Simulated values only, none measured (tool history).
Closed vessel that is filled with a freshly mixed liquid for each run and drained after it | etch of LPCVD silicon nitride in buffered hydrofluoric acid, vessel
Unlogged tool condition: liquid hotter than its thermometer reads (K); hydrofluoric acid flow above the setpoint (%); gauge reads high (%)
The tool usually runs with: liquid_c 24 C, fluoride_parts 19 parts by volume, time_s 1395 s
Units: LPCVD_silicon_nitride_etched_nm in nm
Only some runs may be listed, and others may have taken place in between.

run	hour	liquid_c	fluoride_parts	time_s	wafers since the last listed run	hours since the thermometer was replaced	hours since the hydrofluoric acid flow meter was replaced	hours since the gauge calibration	read-back film thickness of the LPCVD silicon nitride reference wafer, read on the same gauge (nm)	LPCVD_silicon_nitride_etched_nm
1	0	24	15.5	1395	0	693.9	1520.3	248.2	49.98	15.25
2	10	24	13.5	1395	483	703.9	1530.3	258.2	49.96	17.17
3	25.7	24	13.5	1395	759	719.6	1546	273.9	49.97	17.38
4	35.7	24	13.5	1395	483	729.6	1556	283.9	50.01	17.53
5	47.7	25	19	1395	580	741.6	1568	295.9	50.02	13.26
# hour 56.7: gauge calibrated
6	57.9	22	19	1395	493	751.8	1578.2	1.2	50.03	11.11
7	68.8	22	19	1395	527	762.7	1589.1	12.1	49.98	11.14
8	77.8	26.5	19	760	435	771.7	1598.1	21.1	50.01	7.74
9	89.7	24	19	1395	575	783.6	1610	33	49.97	12.41
10	106.4	24	19	1395	807	800.3	1626.7	49.7	50.05	12.5
11	120.3	24	19	1395	672	814.2	1640.6	63.6	50	12.48
# hour 125.7: thermometer replaced
12	133.3	24	19	1395	580	7.6	1653.6	76.6	50.01	11.58
13	143.3	24	19	1395	483	17.6	1663.6	86.6	49.94	11.61
14	154.9	24	19	1955	560	29.2	1675.2	98.2	49.99	16.17
15	170.1	19.5	19	1680	734	44.4	1690.4	113.4	49.99	10.81
16	187.8	24	19	1395	855	62.1	1708.1	131.1	50	11.53
17	196.3	19.5	21	1745	410	70.6	1716.6	139.6	49.95	10.28
18	209.8	24	19	955	652	84.1	1730.1	153.1	49.96	7.87
# hour 218.3: hydrofluoric acid flow meter replaced
19	225.6	21.5	24	775	715	99.9	7.3	168.9	49.98	4.71
20	241.3	20	16	800	759	115.6	23	184.6	50.04	6.36
21	248.9	28	15	1395	367	123.2	30.6	192.2	49.97	18.26
22	258.5	22.5	23	2005	464	132.8	40.2	201.8	50.03	13.43
23	269.3	24	14.5	1930	522	143.6	51	212.6	50.03	21.08
24	277.7	24	19	1960	406	152	59.4	221	49.94	16.6
25	287.7	28	13	1065	483	162	69.4	231	49.96	15.97
26	297.5	24	24	805	473	171.8	79.2	240.8	49.98	5.65
27	304.2	28	19	1070	323	178.5	85.9	247.5	50	11.03
28	334.7	24	19	1395	1474	209	116.4	278	50.03	11.53
29	347.6	24	19	1395	623	221.9	129.3	290.9	50	11.68
30	356.2	24	26	1780	415	230.5	137.9	299.5	49.99	11.85
# hour 356.5: gauge calibrated
31	365.7	19.5	19	1915	459	240	147.4	9.2	50.03	12.64

Below are 5 alternative next runs, each starting from the tool's condition after run 31. Predict each:
A	366.7	24	19	1395	48	241	148.4	10.2	?	?
B	366.7	19.5	26	1395	48	241	148.4	10.2	?	?
C	366.7	24	25.5	1000	48	241	148.4	10.2	?	?
D	366.7	21.5	19	1630	48	241	148.4	10.2	?	?
E	366.7	24	21	1395	48	241	148.4	10.2	?	?

run	read-back film thickness of the LPCVD silicon nitride reference wafer, read on the same gauge (nm)	LPCVD_silicon_nitride_etched_nm
A	50	11.84
B	50	7.32
C	50	6.83
D	50	12.06
E	50	10.89
With no hidden state in the tool, these same runs would have given:
run	LPCVD_silicon_nitride_etched_nm
A	11.58
B	7.15
C	6.67
D	11.78
E	10.64

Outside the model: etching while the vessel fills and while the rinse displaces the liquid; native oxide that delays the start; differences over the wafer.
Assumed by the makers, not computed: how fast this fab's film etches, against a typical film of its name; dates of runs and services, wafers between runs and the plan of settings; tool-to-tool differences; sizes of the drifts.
